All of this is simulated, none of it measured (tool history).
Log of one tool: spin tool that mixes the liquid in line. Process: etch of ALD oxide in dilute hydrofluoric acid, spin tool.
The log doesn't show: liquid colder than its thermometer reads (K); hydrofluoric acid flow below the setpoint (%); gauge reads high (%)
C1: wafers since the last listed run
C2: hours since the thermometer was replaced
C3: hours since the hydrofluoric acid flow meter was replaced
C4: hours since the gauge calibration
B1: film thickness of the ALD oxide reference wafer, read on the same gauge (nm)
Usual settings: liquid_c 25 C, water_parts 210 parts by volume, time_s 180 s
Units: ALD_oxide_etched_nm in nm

run 1 hour=0 | liquid_c=25 water_parts=210 time_s=180 | C1=0 C2=1511.2 C3=1043.1 C4=240.4 | B1=49.99 | ALD_oxide_etched_nm=7.48
run 2 hour=70.6 | liquid_c=25 water_parts=210 time_s=180 | C1=611 C2=1581.8 C3=1113.7 C4=311 | B1=50.01 | ALD_oxide_etched_nm=7.38
run 3 hour=127.8 | liquid_c=25 water_parts=210 time_s=180 | C1=495 C2=1639 C3=1170.9 C4=368.2 | B1=49.99 | ALD_oxide_etched_nm=7.37
run 4 hour=165.4 | liquid_c=25 water_parts=210 time_s=180 | C1=325 C2=1676.6 C3=1208.5 C4=405.8 | B1=49.99 | ALD_oxide_etched_nm=7.31
run 5 hour=200.4 | liquid_c=25 water_parts=210 time_s=180 | C1=303 C2=1711.6 C3=1243.5 C4=440.8 | B1=50.01 | ALD_oxide_etched_nm=7.32
run 6 hour=403.4 | liquid_c=25 water_parts=210 time_s=180 | C1=1758 C2=1914.6 C3=1446.5 C4=643.8 | B1=49.99 | ALD_oxide_etched_nm=7.14
run 7 hour=457.1 | liquid_c=26 water_parts=210 time_s=150 | C1=465 C2=1968.3 C3=1500.2 C4=697.5 | B1=49.99 | ALD_oxide_etched_nm=6.18
run 8 hour=509.9 | liquid_c=26 water_parts=210 time_s=150 | C1=457 C2=2021.1 C3=1553 C4=750.3 | B1=50.03 | ALD_oxide_etched_nm=6.14
run 9 hour=567.4 | liquid_c=26 water_parts=210 time_s=150 | C1=498 C2=2078.6 C3=1610.5 C4=807.8 | B1=49.99 | ALD_oxide_etched_nm=6.11
run 10 hour=636.4 | liquid_c=22.5 water_parts=210 time_s=180 | C1=597 C2=2147.6 C3=1679.5 C4=876.8 | B1=50.02 | ALD_oxide_etched_nm=6.39
-- hour=646.1 thermometer replaced
run 11 hour=698.7 | liquid_c=25 water_parts=210 time_s=180 | C1=531 C2=52.6 C3=1741.8 C4=939.1 | B1=50.02 | ALD_oxide_etched_nm=7.68
run 12 hour=730.1 | liquid_c=25 water_parts=210 time_s=180 | C1=272 C2=84 C3=1773.2 C4=970.5 | B1=50.01 | ALD_oxide_etched_nm=7.61
run 13 hour=801.2 | liquid_c=25 water_parts=210 time_s=180 | C1=616 C2=155.1 C3=1844.3 C4=1041.6 | B1=50.01 | ALD_oxide_etched_nm=7.67
run 14 hour=845.3 | liquid_c=25 water_parts=210 time_s=120 | C1=382 C2=199.2 C3=1888.4 C4=1085.7 | B1=50.01 | ALD_oxide_etched_nm=5.04
run 15 hour=890.8 | liquid_c=25 water_parts=210 time_s=180 | C1=394 C2=244.7 C3=1933.9 C4=1131.2 | B1=50 | ALD_oxide_etched_nm=7.54
-- hour=912.2 gauge calibrated
run 16 hour=936.1 | liquid_c=25 water_parts=210 time_s=180 | C1=392 C2=290 C3=1979.2 C4=23.9 | B1=49.99 | ALD_oxide_etched_nm=7.51
run 17 hour=972.8 | liquid_c=26 water_parts=210 time_s=150 | C1=317 C2=326.7 C3=2015.9 C4=60.6 | B1=49.99 | ALD_oxide_etched_nm=6.45
run 18 hour=996.9 | liquid_c=25 water_parts=210 time_s=275 | C1=208 C2=350.8 C3=2040 C4=84.7 | B1=50 | ALD_oxide_etched_nm=11.35
run 19 hour=1024.4 | liquid_c=20.5 water_parts=155 time_s=180 | C1=238 C2=378.3 C3=2067.5 C4=112.2 | B1=49.99 | ALD_oxide_etched_nm=8.99
-- hour=1035.8 hydrofluoric acid flow meter replaced
run 20 hour=1077.9 | liquid_c=25 water_parts=210 time_s=180 | C1=454 C2=431.8 C3=42.1 C4=165.7 | B1=49.98 | ALD_oxide_etched_nm=8.08
run 21 hour=1121.7 | liquid_c=25 water_parts=210 time_s=245 | C1=379 C2=475.6 C3=85.9 C4=209.5 | B1=49.99 | ALD_oxide_etched_nm=10.94
run 22 hour=1179.6 | liquid_c=20 water_parts=210 time_s=140 | C1=501 C2=533.5 C3=143.8 C4=267.4 | B1=50 | ALD_oxide_etched_nm=5.17
run 23 hour=1248.2 | liquid_c=29.5 water_parts=210 time_s=95 | C1=594 C2=602.1 C3=212.4 C4=336 | B1=50.01 | ALD_oxide_etched_nm=4.97
run 24 hour=1297 | liquid_c=25 water_parts=140 time_s=265 | C1=422 C2=650.9 C3=261.2 C4=384.8 | B1=49.97 | ALD_oxide_etched_nm=18.98

The same runs without the tool's hidden state, with the same run-to-run variation:
run=1 ALD_oxide_etched_nm=8.44
run=2 ALD_oxide_etched_nm=8.39
run=3 ALD_oxide_etched_nm=8.42
run=4 ALD_oxide_etched_nm=8.38
run=5 ALD_oxide_etched_nm=8.42
run=6 ALD_oxide_etched_nm=8.36
run=7 ALD_oxide_etched_nm=7.28
run=8 ALD_oxide_etched_nm=7.26
run=9 ALD_oxide_etched_nm=7.26
run=10 ALD_oxide_etched_nm=7.67
run=11 ALD_oxide_etched_nm=8.43
run=12 ALD_oxide_etched_nm=8.38
run=13 ALD_oxide_etched_nm=8.5
run=14 ALD_oxide_etched_nm=5.61
run=15 ALD_oxide_etched_nm=8.43
run=16 ALD_oxide_etched_nm=8.42
run=17 ALD_oxide_etched_nm=7.26
run=18 ALD_oxide_etched_nm=12.81
run=19 ALD_oxide_etched_nm=10.14
run=20 ALD_oxide_etched_nm=8.36
run=21 ALD_oxide_etched_nm=11.36
run=22 ALD_oxide_etched_nm=5.41
run=23 ALD_oxide_etched_nm=5.22
run=24 ALD_oxide_etched_nm=20.07
